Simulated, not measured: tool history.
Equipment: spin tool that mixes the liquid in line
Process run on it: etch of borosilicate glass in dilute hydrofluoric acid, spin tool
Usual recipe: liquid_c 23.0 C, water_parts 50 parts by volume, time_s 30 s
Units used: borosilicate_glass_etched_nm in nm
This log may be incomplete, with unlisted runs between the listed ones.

run,hour,liquid_c,water_parts,time_s,wafers since the last listed run,hours since the thermometer was replaced,hours since the hydrofluoric acid flow meter was replaced,hours since the gauge calibration,"read-back film thickness of the borosilicate glass reference wafer, read on the same gauge (nm)",borosilicate_glass_etched_nm
1,0.0,23.0,55,30,0,1662.1,562.4,166.8,30.00,14.00
2,60.4,23.0,55,30,741,1722.5,622.8,227.2,30.03,13.86
3,126.6,23.0,55,30,813,1788.7,689.0,293.4,30.00,13.96
4,186.3,23.0,50,20,733,1848.4,748.7,353.1,30.03,10.34
5,215.6,23.0,50,20,359,1877.7,778.0,382.4,30.03,10.33
6,269.6,23.0,50,20,663,1931.7,832.0,436.4,30.00,10.47
7,306.4,23.0,50,35,451,1968.5,868.8,473.2,30.00,18.27
8,369.6,23.0,50,35,776,2031.7,932.0,536.4,30.02,18.11
9,493.6,23.0,50,30,1522,2155.7,1056.0,660.4,30.00,15.65
10,550.9,23.0,50,40,703,2213.0,1113.3,717.7,30.01,20.84
11,611.1,24.5,50,30,739,2273.2,1173.5,777.9,29.96,16.62
12,644.3,24.5,50,30,407,2306.4,1206.7,811.1,29.99,16.66
13,712.7,24.5,50,30,840,2374.8,1275.1,879.5,30.00,16.69
14,758.4,27.0,50,30,561,2420.5,1320.8,925.2,30.00,18.76
15,827.6,27.0,50,30,849,2489.7,1390.0,994.4,30.00,18.48
16,871.1,23.0,50,30,534,2533.2,1433.5,1037.9,30.03,15.70
17,932.4,18.0,50,35,752,2594.5,1494.8,1099.2,29.99,15.09
# hour 961.5: thermometer replaced
18,983.3,20.5,50,40,612,21.8,1545.7,1150.1,29.98,17.37
19,1016.0,23.0,55,30,401,54.5,1578.4,1182.8,29.99,13.14
# hour 1048.3: gauge calibrated
20,1078.1,23.0,50,30,762,116.6,1640.5,29.8,30.00,14.63
21,1136.1,23.0,60,30,712,174.6,1698.5,87.8,30.01,11.99

Run 22, settings as shown, results not yet in. Your forecast:
22,1161.4,23.0,30,30,310,199.9,1723.8,113.1,?,?

Run 22 came out at read-back film thickness of the borosilicate glass reference wafer, read on the same gauge (nm) 29.99, borosilicate_glass_etched_nm 25.07 nm.
If the tool had no hidden condition, the same run with the same run-to-run variation would have returned borosilicate_glass_etched_nm 24.80 nm.

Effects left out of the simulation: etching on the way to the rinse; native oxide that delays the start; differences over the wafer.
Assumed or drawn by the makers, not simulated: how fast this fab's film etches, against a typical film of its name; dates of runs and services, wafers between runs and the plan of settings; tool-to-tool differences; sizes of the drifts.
